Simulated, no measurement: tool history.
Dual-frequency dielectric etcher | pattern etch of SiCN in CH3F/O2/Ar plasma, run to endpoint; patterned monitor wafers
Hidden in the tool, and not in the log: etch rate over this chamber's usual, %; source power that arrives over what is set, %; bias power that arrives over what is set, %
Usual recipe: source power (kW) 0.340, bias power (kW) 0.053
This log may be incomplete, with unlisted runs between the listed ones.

| run | hour | source power (kW) | bias power (kW) | wafers since the last listed run | hours since the last wet clean | hours since the last source power generator calibration | hours since the last bias power generator calibration | hours since the last upper electrode change | incoming incoming film thickness, nm | endpoint time (s) |
|---|---|---|---|---|---|---|---|---|---|---|
| 1 | 0.0 | 0.340 | 0.053 | 0 | 182.0 | 2841.8 | 3113.8 | 3361.2 | 10.41 | 31.2 |
| 2 | 70.5 | 0.340 | 0.053 | 588 | 252.5 | 2912.3 | 3184.3 | 3431.7 | 10.40 | 30.9 |
| 3 | 141.4 | 0.340 | 0.059 | 591 | 323.4 | 2983.2 | 3255.2 | 3502.6 | 10.47 | 30.3 |
| 4 | 282.3 | 0.340 | 0.059 | 1176 | 464.3 | 3124.1 | 3396.1 | 3643.5 | 10.31 | 29.3 |
| 5 | 309.7 | 0.340 | 0.059 | 228 | 491.7 | 3151.5 | 3423.5 | 3670.9 | 10.35 | 29.4 |
| 6 | 367.6 | 0.340 | 0.061 | 483 | 549.6 | 3209.4 | 3481.4 | 3728.8 | 10.52 | 29.3 |
|  | 450.8 | wet clean of the chamber |
|  | 464.3 | upper electrode replaced |
| 7 | 547.1 | 0.340 | 0.053 | 1185 | 96.3 | 3388.9 | 3660.9 | 82.8 | 10.52 | 33.3 |
|  | 607.2 | wet clean of the chamber, repeated, since the last time left the tool worse |
| 8 | 607.7 | 0.340 | 0.053 | 305 | 0.5 | 3449.5 | 3721.5 | 143.4 | 10.29 | 31.0 |
| 9 | 660.8 | 0.340 | 0.053 | 443 | 53.6 | 3502.6 | 3774.6 | 196.5 | 10.36 | 31.6 |
| 10 | 686.8 | 0.400 | 0.065 | 217 | 79.6 | 3528.6 | 3800.6 | 222.5 | 10.49 | 28.5 |
|  | 728.8 | source power generator calibrated |
| 11 | 729.3 | 0.270 | 0.064 | 321 | 122.1 | 0.5 | 3843.1 | 265.0 | 10.34 | 30.7 |
|  | 790.2 | bias power generator calibrated |
| 12 | 793.1 | 0.400 | 0.065 | 499 | 185.9 | 64.3 | 2.9 | 328.8 | 10.38 | 28.0 |
| 13 | 827.7 | 0.310 | 0.059 | 288 | 220.5 | 98.9 | 37.5 | 363.4 | 10.36 | 30.2 |
| 14 | 893.7 | 0.340 | 0.053 | 550 | 286.5 | 164.9 | 103.5 | 429.4 | 10.27 | 30.6 |
| 15 | 960.3 | 0.410 | 0.047 | 555 | 353.1 | 231.5 | 170.1 | 496.0 | 10.43 | 30.9 |
| 16 | 988.9 | 0.340 | 0.048 | 238 | 381.7 | 260.1 | 198.7 | 524.6 | 10.38 | 31.6 |
| 17 | 1019.5 | 0.290 | 0.048 | 255 | 412.3 | 290.7 | 229.3 | 555.2 | 10.36 | 32.7 |
| 18 | 1090.0 | 0.400 | 0.058 | 588 | 482.8 | 361.2 | 299.8 | 625.7 | 10.44 | 29.0 |
| 19 | 1139.3 | 0.340 | 0.053 | 411 | 532.1 | 410.5 | 349.1 | 675.0 | 10.41 | 30.4 |

Each row is a separate what-if for the run after 19, all from the same tool condition, not one after another. Results?
| A | 1139.7 | 0.340 | 0.053 | 3 | 532.5 | 410.9 | 349.5 | 675.4 | 10.36 | ? |
| B | 1139.7 | 0.310 | 0.048 | 3 | 532.5 | 410.9 | 349.5 | 675.4 | 10.36 | ? |
| C | 1139.7 | 0.410 | 0.059 | 3 | 532.5 | 410.9 | 349.5 | 675.4 | 10.36 | ? |
| D | 1139.7 | 0.320 | 0.053 | 3 | 532.5 | 410.9 | 349.5 | 675.4 | 10.36 | ? |

| run | endpoint time (s) |
|---|---|
| A | 30.4 |
| B | 32.0 |
| C | 28.2 |
| D | 30.9 |
With no hidden state in the tool, these same runs would have given:
| run | endpoint time (s) |
|---|---|
| A | 31.3 |
| B | 32.9 |
| C | 29.0 |
| D | 31.7 |

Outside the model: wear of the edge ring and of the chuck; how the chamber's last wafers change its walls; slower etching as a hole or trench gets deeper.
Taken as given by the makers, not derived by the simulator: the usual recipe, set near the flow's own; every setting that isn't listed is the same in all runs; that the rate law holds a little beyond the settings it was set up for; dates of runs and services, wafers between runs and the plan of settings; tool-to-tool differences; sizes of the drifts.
